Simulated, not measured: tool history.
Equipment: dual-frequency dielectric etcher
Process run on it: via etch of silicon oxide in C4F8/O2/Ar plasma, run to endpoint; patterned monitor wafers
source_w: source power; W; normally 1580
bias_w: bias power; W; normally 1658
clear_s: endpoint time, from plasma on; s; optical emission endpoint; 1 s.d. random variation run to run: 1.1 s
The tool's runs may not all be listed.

| run | day | source_w | bias_w | incoming incoming film thickness, nm | clear_s |
|---|---|---|---|---|---|
| 1 | 0 | 1390 | 1936 | 1551.5 | 348.5 |
| 2 | 1.338 | 1390 | 1936 | 1561.5 | 348.4 |
| 3 | 1.592 | 1390 | 1936 | 1538.2 | 342.8 |
| 4 | 2.079 | 1580 | 1558 | 1556.8 | 350.9 |
| 5 | 2.333 | 1580 | 1658 | 1547.3 | 343.8 |
|  | 3.708 | upper electrode replaced |
| 6 | 3.729 | 1580 | 1658 | 1557.6 | 345.5 |
| 7 | 3.746 | 1580 | 1658 | 1546.6 | 342.3 |
|  | 4.754 | bias power generator calibrated |
|  | 4.879 | wet clean of the chamber |
| 8 | 4.9 | 1580 | 1658 | 1555.8 | 360.1 |
| 9 | 4.917 | 1580 | 1658 | 1568.9 | 364.1 |
| 10 | 5.071 | 1580 | 1658 | 1558.4 | 361.6 |
| 11 | 5.375 | 1710 | 1394 | 1548.8 | 366.2 |
|  | 5.671 | source power generator calibrated |
| 12 | 5.921 | 1870 | 1926 | 1562.8 | 329.5 |
| 13 | 6.662 | 1580 | 1658 | 1552.7 | 358.3 |
| 14 | 7.512 | 1190 | 1436 | 1557.4 | 404.8 |
| 15 | 7.938 | 1370 | 1902 | 1554.2 | 361.7 |
| 16 | 8.338 | 1580 | 1658 | 1552.4 | 356.2 |
| 17 | 8.721 | 1930 | 1547 | 1558.9 | 340.3 |
| 18 | 9.725 | 1350 | 1960 | 1555.1 | 356.5 |
| 19 | 10.279 | 1770 | 1821 | 1536.9 | 330.7 |
| 20 | 10.588 | 1880 | 1529 | 1556.3 | 342 |

4 ways to go on from here, each from the tool as it stands after run 20. What would each give?
| A | 10.608 | 1580 | 1658 | 1559.3 | ? |
| B | 10.608 | 1240 | 1534 | 1559.3 | ? |
| C | 10.608 | 1580 | 1423 | 1559.3 | ? |
| D | 10.608 | 1970 | 1285 | 1559.3 | ? |

| run | clear_s |
|---|---|
| A | 357.4 |
| B | 393.4 |
| C | 371.4 |
| D | 353.6 |
Had the tool no hidden state, the same runs would have come out as:
| run | clear_s |
|---|---|
| A | 364.1 |
| B | 400.8 |
| C | 378.3 |
| D | 360.1 |
